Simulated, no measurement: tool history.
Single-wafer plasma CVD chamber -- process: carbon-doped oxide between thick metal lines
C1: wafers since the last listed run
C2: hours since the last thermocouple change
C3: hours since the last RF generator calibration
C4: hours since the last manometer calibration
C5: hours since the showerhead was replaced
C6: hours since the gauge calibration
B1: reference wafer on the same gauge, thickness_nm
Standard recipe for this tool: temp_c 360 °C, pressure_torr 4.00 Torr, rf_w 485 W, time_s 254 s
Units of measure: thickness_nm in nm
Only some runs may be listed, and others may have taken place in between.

{"run": 1, "hour": 0.0, "temp_c": 360, "pressure_torr": 4.0, "rf_w": 485, "time_s": 254, "C1": 0, "C2": 948.1, "C3": 1253.0, "C4": 2813.3, "C5": 5988.8, "C6": 31.8, "B1": 1269.814, "thickness_nm": 1147.021}
{"run": 2, "hour": 7.1, "temp_c": 360, "pressure_torr": 4.0, "rf_w": 485, "time_s": 254, "C1": 38, "C2": 955.2, "C3": 1260.1, "C4": 2820.4, "C5": 5995.9, "C6": 38.9, "B1": 1269.943, "thickness_nm": 1154.812}
{"run": 3, "hour": 17.9, "temp_c": 360, "pressure_torr": 4.0, "rf_w": 485, "time_s": 254, "C1": 58, "C2": 966.0, "C3": 1270.9, "C4": 2831.2, "C5": 6006.7, "C6": 49.7, "B1": 1269.733, "thickness_nm": 1148.951}
{"run": 4, "hour": 32.6, "temp_c": 360, "pressure_torr": 4.0, "rf_w": 485, "time_s": 282, "C1": 79, "C2": 980.7, "C3": 1285.6, "C4": 2845.9, "C5": 6021.4, "C6": 64.4, "B1": 1270.28, "thickness_nm": 1276.838}
{"run": 5, "hour": 43.0, "temp_c": 360, "pressure_torr": 4.0, "rf_w": 485, "time_s": 282, "C1": 56, "C2": 991.1, "C3": 1296.0, "C4": 2856.3, "C5": 6031.8, "C6": 74.8, "B1": 1269.698, "thickness_nm": 1272.838}
{"run": 6, "hour": 54.7, "temp_c": 360, "pressure_torr": 4.0, "rf_w": 485, "time_s": 282, "C1": 63, "C2": 1002.8, "C3": 1307.7, "C4": 2868.0, "C5": 6043.5, "C6": 86.5, "B1": 1269.962, "thickness_nm": 1274.814}
{"run": 7, "hour": 62.4, "temp_c": 360, "pressure_torr": 4.0, "rf_w": 485, "time_s": 254, "C1": 41, "C2": 1010.5, "C3": 1315.4, "C4": 2875.7, "C5": 6051.2, "C6": 94.2, "B1": 1270.089, "thickness_nm": 1149.921}
{"run": 8, "hour": 75.8, "temp_c": 360, "pressure_torr": 4.0, "rf_w": 485, "time_s": 254, "C1": 72, "C2": 1023.9, "C3": 1328.8, "C4": 2889.1, "C5": 6064.6, "C6": 107.6, "B1": 1269.403, "thickness_nm": 1148.771}
{"run": 9, "hour": 86.0, "temp_c": 360, "pressure_torr": 4.0, "rf_w": 485, "time_s": 254, "C1": 55, "C2": 1034.1, "C3": 1339.0, "C4": 2899.3, "C5": 6074.8, "C6": 117.8, "B1": 1268.824, "thickness_nm": 1145.31}
{"run": 10, "hour": 98.5, "temp_c": 350, "pressure_torr": 4.0, "rf_w": 485, "time_s": 254, "C1": 67, "C2": 1046.6, "C3": 1351.5, "C4": 2911.8, "C5": 6087.3, "C6": 130.3, "B1": 1270.273, "thickness_nm": 1174.253}
{"run": 11, "hour": 117.1, "temp_c": 350, "pressure_torr": 4.0, "rf_w": 485, "time_s": 254, "C1": 100, "C2": 1065.2, "C3": 1370.1, "C4": 2930.4, "C5": 6105.9, "C6": 148.9, "B1": 1270.181, "thickness_nm": 1173.908}
{"run": 12, "hour": 125.8, "temp_c": 350, "pressure_torr": 4.0, "rf_w": 485, "time_s": 254, "C1": 47, "C2": 1073.9, "C3": 1378.8, "C4": 2939.1, "C5": 6114.6, "C6": 157.6, "B1": 1269.898, "thickness_nm": 1166.429}
{"run": 13, "hour": 133.4, "temp_c": 360, "pressure_torr": 4.88, "rf_w": 415, "time_s": 254, "C1": 41, "C2": 1081.5, "C3": 1386.4, "C4": 2946.7, "C5": 6122.2, "C6": 165.2, "B1": 1269.199, "thickness_nm": 1046.161}
{"run": 14, "hour": 145.0, "temp_c": 360, "pressure_torr": 4.0, "rf_w": 485, "time_s": 254, "C1": 62, "C2": 1093.1, "C3": 1398.0, "C4": 2958.3, "C5": 6133.8, "C6": 176.8, "B1": 1268.903, "thickness_nm": 1141.709}
{"run": 15, "hour": 153.5, "temp_c": 360, "pressure_torr": 4.37, "rf_w": 485, "time_s": 254, "C1": 46, "C2": 1101.6, "C3": 1406.5, "C4": 2966.8, "C5": 6142.3, "C6": 185.3, "B1": 1269.262, "thickness_nm": 1153.451}
{"run": 16, "hour": 171.1, "temp_c": 349, "pressure_torr": 3.52, "rf_w": 550, "time_s": 297, "C1": 95, "C2": 1119.2, "C3": 1424.1, "C4": 2984.4, "C5": 6159.9, "C6": 202.9, "B1": 1269.491, "thickness_nm": 1464.963}
{"run": 17, "hour": 182.6, "temp_c": 360, "pressure_torr": 4.7, "rf_w": 550, "time_s": 221, "C1": 62, "C2": 1130.7, "C3": 1435.6, "C4": 2995.9, "C5": 6171.4, "C6": 214.4, "B1": 1269.975, "thickness_nm": 1097.935}
{"hour": 194.3, "done": "capacitance manometer re-zeroed and calibrated"}
{"run": 18, "hour": 194.8, "temp_c": 360, "pressure_torr": 4.0, "rf_w": 485, "time_s": 254, "C1": 22, "C2": 1142.9, "C3": 1447.8, "C4": 0.5, "C5": 6183.6, "C6": 226.6, "B1": 1268.904, "thickness_nm": 1140.888}
{"hour": 225.4, "done": "RF generator calibrated"}
{"run": 19, "hour": 225.9, "temp_c": 349, "pressure_torr": 4.9, "rf_w": 575, "time_s": 301, "C1": 125, "C2": 1174.0, "C3": 0.5, "C4": 31.6, "C5": 6214.7, "C6": 257.7, "B1": 1269.837, "thickness_nm": 1661.265}

The next listed run, before its measurement:
{"hour": 241.4, "done": "gauge calibrated"}
{"hour": 249.2, "done": "showerhead replaced"}
{"hour": 277.7, "done": "thermocouple changed; heater temperature recalibrated"}
{"run": 20, "hour": 278.2, "temp_c": 364, "pressure_torr": 4.49, "rf_w": 485, "time_s": 254, "C1": 196, "C2": 0.5, "C3": 52.8, "C4": 83.9, "C5": 29.0, "C6": 36.8, "B1": "?", "thickness_nm": "?"}

B1: 1270.256
thickness_nm: 1198.714 nm
Take away the tool's hidden state, keep the run-to-run variation as it was, and the same run would have given thickness_nm 1201.595 nm.
